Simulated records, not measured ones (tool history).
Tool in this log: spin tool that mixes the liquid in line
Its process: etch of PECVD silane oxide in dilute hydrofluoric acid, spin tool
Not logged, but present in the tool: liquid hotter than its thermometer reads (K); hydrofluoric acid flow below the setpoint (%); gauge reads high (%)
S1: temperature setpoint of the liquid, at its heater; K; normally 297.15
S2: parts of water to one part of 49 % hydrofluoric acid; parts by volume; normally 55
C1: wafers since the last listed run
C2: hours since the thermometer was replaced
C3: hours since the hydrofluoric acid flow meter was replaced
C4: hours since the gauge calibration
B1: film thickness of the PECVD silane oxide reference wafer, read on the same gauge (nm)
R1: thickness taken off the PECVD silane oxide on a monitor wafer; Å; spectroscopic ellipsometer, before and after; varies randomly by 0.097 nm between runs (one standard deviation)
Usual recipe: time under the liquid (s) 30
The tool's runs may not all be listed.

{"run": 1, "day": 0.0, "S1": 297.15, "S2": 55, "time under the liquid (s)": 30, "C1": 0, "C2": 594.7, "C3": 1182, "C4": 119, "B1": 130.04, "R1": 212}
{"run": 2, "day": 0.354, "S1": 297.15, "S2": 55, "time under the liquid (s)": 30, "C1": 134, "C2": 603.2, "C3": 1190.5, "C4": 127.5, "B1": 129.97, "R1": 211.9}
{"run": 3, "day": 0.662, "S1": 297.15, "S2": 55, "time under the liquid (s)": 30, "C1": 116, "C2": 610.6, "C3": 1197.9, "C4": 134.9, "B1": 130.03, "R1": 212}
{"run": 4, "day": 1.004, "S1": 297.15, "S2": 55, "time under the liquid (s)": 30, "C1": 129, "C2": 618.8, "C3": 1206.1, "C4": 143.1, "B1": 129.99, "R1": 212.4}
{"run": 5, "day": 1.588, "S1": 297.15, "S2": 55, "time under the liquid (s)": 30, "C1": 221, "C2": 632.8, "C3": 1220.1, "C4": 157.1, "B1": 130.01, "R1": 213.2}
{"run": 6, "day": 2.304, "S1": 297.15, "S2": 55, "time under the liquid (s)": 30, "C1": 271, "C2": 650, "C3": 1237.3, "C4": 174.3, "B1": 129.98, "R1": 211.8}
{"run": 7, "day": 2.792, "S1": 297.15, "S2": 55, "time under the liquid (s)": 30, "C1": 184, "C2": 661.7, "C3": 1249, "C4": 186, "B1": 129.96, "R1": 212.6}
{"run": 8, "day": 3.254, "S1": 295.65, "S2": 55, "time under the liquid (s)": 20, "C1": 175, "C2": 672.8, "C3": 1260.1, "C4": 197.1, "B1": 130.01, "R1": 133.7}
{"day": 3.758, "done": "hydrofluoric acid flow meter replaced"}
{"run": 9, "day": 3.846, "S1": 295.65, "S2": 55, "time under the liquid (s)": 20, "C1": 208, "C2": 687, "C3": 2.1, "C4": 211.3, "B1": 129.98, "R1": 132.8}
{"run": 10, "day": 4.208, "S1": 297.15, "S2": 55, "time under the liquid (s)": 30, "C1": 137, "C2": 695.7, "C3": 10.8, "C4": 220, "B1": 130.03, "R1": 214}
{"day": 4.292, "done": "gauge calibrated"}
{"run": 11, "day": 4.475, "S1": 297.15, "S2": 55, "time under the liquid (s)": 30, "C1": 101, "C2": 702.1, "C3": 17.2, "C4": 4.4, "B1": 129.95, "R1": 210.9}
{"run": 12, "day": 5.192, "S1": 297.15, "S2": 55, "time under the liquid (s)": 30, "C1": 271, "C2": 719.3, "C3": 34.4, "C4": 21.6, "B1": 129.97, "R1": 212.7}
{"run": 13, "day": 5.558, "S1": 297.15, "S2": 55, "time under the liquid (s)": 30, "C1": 139, "C2": 728.1, "C3": 43.2, "C4": 30.4, "B1": 129.98, "R1": 212.7}
{"day": 5.983, "done": "thermometer replaced"}
{"run": 14, "day": 6.038, "S1": 298.65, "S2": 85, "time under the liquid (s)": 30, "C1": 165, "C2": 1.3, "C3": 54.7, "C4": 41.9, "B1": 130, "R1": 140.8}
{"run": 15, "day": 6.338, "S1": 297.15, "S2": 55, "time under the liquid (s)": 30, "C1": 113, "C2": 8.5, "C3": 61.9, "C4": 49.1, "B1": 129.97, "R1": 212.7}
{"run": 16, "day": 6.958, "S1": 297.15, "S2": 85, "time under the liquid (s)": 30, "C1": 235, "C2": 23.4, "C3": 76.8, "C4": 64, "B1": 129.98, "R1": 131.9}
{"run": 17, "day": 7.525, "S1": 297.15, "S2": 45, "time under the liquid (s)": 20, "C1": 214, "C2": 37, "C3": 90.4, "C4": 77.6, "B1": 130.04, "R1": 175.1}
{"run": 18, "day": 7.792, "S1": 297.15, "S2": 55, "time under the liquid (s)": 30, "C1": 101, "C2": 43.4, "C3": 96.8, "C4": 84, "B1": 130, "R1": 215}
{"run": 19, "day": 8.146, "S1": 294.15, "S2": 30, "time under the liquid (s)": 15, "C1": 134, "C2": 51.9, "C3": 105.3, "C4": 92.5, "B1": 130.01, "R1": 177.4}
{"run": 20, "day": 8.529, "S1": 295.15, "S2": 55, "time under the liquid (s)": 30, "C1": 145, "C2": 61.1, "C3": 114.5, "C4": 101.7, "B1": 130.04, "R1": 197.1}
{"run": 21, "day": 8.867, "S1": 297.15, "S2": 55, "time under the liquid (s)": 30, "C1": 127, "C2": 69.2, "C3": 122.6, "C4": 109.8, "B1": 130.01, "R1": 214}
{"run": 22, "day": 10.871, "S1": 295.65, "S2": 35, "time under the liquid (s)": 20, "C1": 759, "C2": 117.3, "C3": 170.7, "C4": 157.9, "B1": 130.02, "R1": 215}
{"run": 23, "day": 11.3, "S1": 297.15, "S2": 40, "time under the liquid (s)": 45, "C1": 162, "C2": 127.6, "C3": 181, "C4": 168.2, "B1": 130.02, "R1": 446.1}
{"run": 24, "day": 11.821, "S1": 297.15, "S2": 55, "time under the liquid (s)": 20, "C1": 197, "C2": 140.1, "C3": 193.5, "C4": 180.7, "B1": 130.02, "R1": 141.4}
{"run": 25, "day": 12.171, "S1": 300.15, "S2": 55, "time under the liquid (s)": 15, "C1": 132, "C2": 148.5, "C3": 201.9, "C4": 189.1, "B1": 130.03, "R1": 120.2}

Forecast each of these 4 alternatives for the next run:
{"run": "A", "day": 12.188, "S1": 297.15, "S2": 55, "time under the liquid (s)": 15, "C1": 6, "C2": 148.9, "C3": 202.3, "C4": 189.5, "B1": "?", "R1": "?"}
{"run": "B", "day": 12.188, "S1": 301.15, "S2": 45, "time under the liquid (s)": 30, "C1": 6, "C2": 148.9, "C3": 202.3, "C4": 189.5, "B1": "?", "R1": "?"}
{"run": "C", "day": 12.188, "S1": 301.15, "S2": 35, "time under the liquid (s)": 30, "C1": 6, "C2": 148.9, "C3": 202.3, "C4": 189.5, "B1": "?", "R1": "?"}
{"run": "D", "day": 12.188, "S1": 299.65, "S2": 70, "time under the liquid (s)": 15, "C1": 6, "C2": 148.9, "C3": 202.3, "C4": 189.5, "B1": "?", "R1": "?"}

run=A B1=130.05 R1=105.4
run=B B1=130.05 R1=307.4
run=C B1=130.05 R1=401.1
run=D B1=130.05 R1=89.8
The same runs, with their run-to-run variation unchanged, on a tool lacking any hidden condition would have given:
run=A R1=105.4
run=B R1=307.4
run=C R1=401.1
run=D R1=89.8
